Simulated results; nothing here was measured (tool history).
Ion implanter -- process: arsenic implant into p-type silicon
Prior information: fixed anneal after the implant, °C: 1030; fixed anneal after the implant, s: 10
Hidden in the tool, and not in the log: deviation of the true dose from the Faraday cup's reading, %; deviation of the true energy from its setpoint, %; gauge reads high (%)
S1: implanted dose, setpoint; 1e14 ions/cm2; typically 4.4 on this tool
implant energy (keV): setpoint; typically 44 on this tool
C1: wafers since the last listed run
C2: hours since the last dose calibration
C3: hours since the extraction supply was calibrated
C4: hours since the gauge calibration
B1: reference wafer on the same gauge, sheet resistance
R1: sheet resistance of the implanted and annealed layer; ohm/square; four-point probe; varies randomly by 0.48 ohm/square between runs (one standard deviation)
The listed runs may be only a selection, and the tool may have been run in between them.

run 1 hour=0 | S1=4.4 implant_energy_(keV)=36.5 | C1=0 C2=1876.9 C3=3605.7 C4=221.6 | B1=214.03 | R1=186.83
run 2 hour=43.4 | S1=4.4 implant_energy_(keV)=36.5 | C1=1466 C2=1920.3 C3=3649.1 C4=265 | B1=213.99 | R1=187.64
run 3 hour=96.5 | S1=4.4 implant_energy_(keV)=44 | C1=1794 C2=1973.4 C3=3702.2 C4=318.1 | B1=213.92 | R1=180.97
run 4 hour=125.9 | S1=4.4 implant_energy_(keV)=44 | C1=993 C2=2002.8 C3=3731.6 C4=347.5 | B1=213.92 | R1=180.54
run 5 hour=150.3 | S1=4.4 implant_energy_(keV)=44 | C1=824 C2=2027.2 C3=3756 C4=371.9 | B1=213.81 | R1=180.42
run 6 hour=187.7 | S1=4.4 implant_energy_(keV)=44 | C1=1263 C2=2064.6 C3=3793.4 C4=409.3 | B1=213.97 | R1=180.28
run 7 hour=249.7 | S1=4.4 implant_energy_(keV)=53.5 | C1=2095 C2=2126.6 C3=3855.4 C4=471.3 | B1=214.01 | R1=175.28
run 8 hour=300.3 | S1=4.4 implant_energy_(keV)=53.5 | C1=1710 C2=2177.2 C3=3906 C4=521.9 | B1=214.05 | R1=175.28
run 9 hour=365.8 | S1=4.4 implant_energy_(keV)=44 | C1=2213 C2=2242.7 C3=3971.5 C4=587.4 | B1=214.1 | R1=179.63
run 10 hour=424.7 | S1=4.4 implant_energy_(keV)=44 | C1=1990 C2=2301.6 C3=4030.4 C4=646.3 | B1=214.03 | R1=179.55
run 11 hour=479.6 | S1=4.4 implant_energy_(keV)=44 | C1=1855 C2=2356.5 C3=4085.3 C4=701.2 | B1=213.92 | R1=179.78
run 12 hour=506.5 | S1=4.4 implant_energy_(keV)=44 | C1=909 C2=2383.4 C3=4112.2 C4=728.1 | B1=214.11 | R1=178.79
-- hour=611.4 Faraday cup replaced and dose calibrated
run 13 hour=672.2 | S1=4.4 implant_energy_(keV)=44 | C1=5329 C2=60.8 C3=4277.9 C4=893.8 | B1=213.95 | R1=184.37
run 14 hour=727 | S1=5.41 implant_energy_(keV)=44 | C1=1852 C2=115.6 C3=4332.7 C4=948.6 | B1=213.98 | R1=158.1
run 15 hour=778.9 | S1=5.41 implant_energy_(keV)=44 | C1=1754 C2=167.5 C3=4384.6 C4=1000.5 | B1=213.96 | R1=158.88
-- hour=818.4 gauge calibrated
run 16 hour=833.8 | S1=5.06 implant_energy_(keV)=34 | C1=1855 C2=222.4 C3=4439.5 C4=15.4 | B1=213.91 | R1=173.33
run 17 hour=858.3 | S1=4.4 implant_energy_(keV)=34.5 | C1=828 C2=246.9 C3=4464 C4=39.9 | B1=213.86 | R1=192.09
run 18 hour=903 | S1=3.75 implant_energy_(keV)=44 | C1=1510 C2=291.6 C3=4508.7 C4=84.6 | B1=214.08 | R1=209.59
run 19 hour=944.1 | S1=3.91 implant_energy_(keV)=31 | C1=1389 C2=332.7 C3=4549.8 C4=125.7 | B1=214.01 | R1=213.95
-- hour=1001.4 extraction supply calibrated
run 20 hour=1125.7 | S1=4.4 implant_energy_(keV)=44 | C1=5867 C2=514.3 C3=124.3 C4=307.3 | B1=213.97 | R1=185.65
run 21 hour=1192.5 | S1=3.14 implant_energy_(keV)=58 | C1=2257 C2=581.1 C3=191.1 C4=374.1 | B1=213.88 | R1=229.72
run 22 hour=1253.6 | S1=4.4 implant_energy_(keV)=52.5 | C1=2064 C2=642.2 C3=252.2 C4=435.2 | B1=214.03 | R1=179.67
run 23 hour=1303.1 | S1=4.4 implant_energy_(keV)=35.5 | C1=1672 C2=691.7 C3=301.7 C4=484.7 | B1=214.12 | R1=191.11
run 24 hour=1341.1 | S1=3.61 implant_energy_(keV)=39.5 | C1=1284 C2=729.7 C3=339.7 C4=522.7 | B1=214.05 | R1=218.31
run 25 hour=1390.5 | S1=3.38 implant_energy_(keV)=38 | C1=1669 C2=779.1 C3=389.1 C4=572.1 | B1=214.02 | R1=232.23
run 26 hour=1455.2 | S1=4.4 implant_energy_(keV)=44 | C1=2186 C2=843.8 C3=453.8 C4=636.8 | B1=213.91 | R1=185.02
run 27 hour=1502.5 | S1=4.4 implant_energy_(keV)=39 | C1=1598 C2=891.1 C3=501.1 C4=684.1 | B1=214 | R1=187.76
run 28 hour=1548 | S1=4.4 implant_energy_(keV)=44 | C1=1537 C2=936.6 C3=546.6 C4=729.6 | B1=213.95 | R1=184.54
run 29 hour=1616.9 | S1=5.36 implant_energy_(keV)=31 | C1=2328 C2=1005.5 C3=615.5 C4=798.5 | B1=213.99 | R1=167.18
run 30 hour=1683 | S1=4.4 implant_energy_(keV)=51.5 | C1=2233 C2=1071.6 C3=681.6 C4=864.6 | B1=213.96 | R1=180.39

What if the next run were any one of these 5? Each begins from the tool's condition after run 30:
run A hour=1683.4 | S1=4.4 implant_energy_(keV)=31.5 | C1=13 C2=1072 C3=682 C4=865 | B1=? | R1=?
run B hour=1683.4 | S1=5.28 implant_energy_(keV)=51.5 | C1=13 C2=1072 C3=682 C4=865 | B1=? | R1=?
run C hour=1683.4 | S1=5.49 implant_energy_(keV)=38.5 | C1=13 C2=1072 C3=682 C4=865 | B1=? | R1=?
run D hour=1683.4 | S1=4.4 implant_energy_(keV)=37.5 | C1=13 C2=1072 C3=682 C4=865 | B1=? | R1=?
run E hour=1683.4 | S1=5.48 implant_energy_(keV)=39.5 | C1=13 C2=1072 C3=682 C4=865 | B1=? | R1=?

run=A B1=214.22 R1=193.52
run=B B1=214.22 R1=156.64
run=C B1=214.22 R1=158.64
run=D B1=214.22 R1=188.52
run=E B1=214.22 R1=158.22
Without the tool's hidden state the same runs would have given:
run=A R1=195.68
run=B R1=158.42
run=C R1=160.42
run=D R1=190.64
run=E R1=160.01
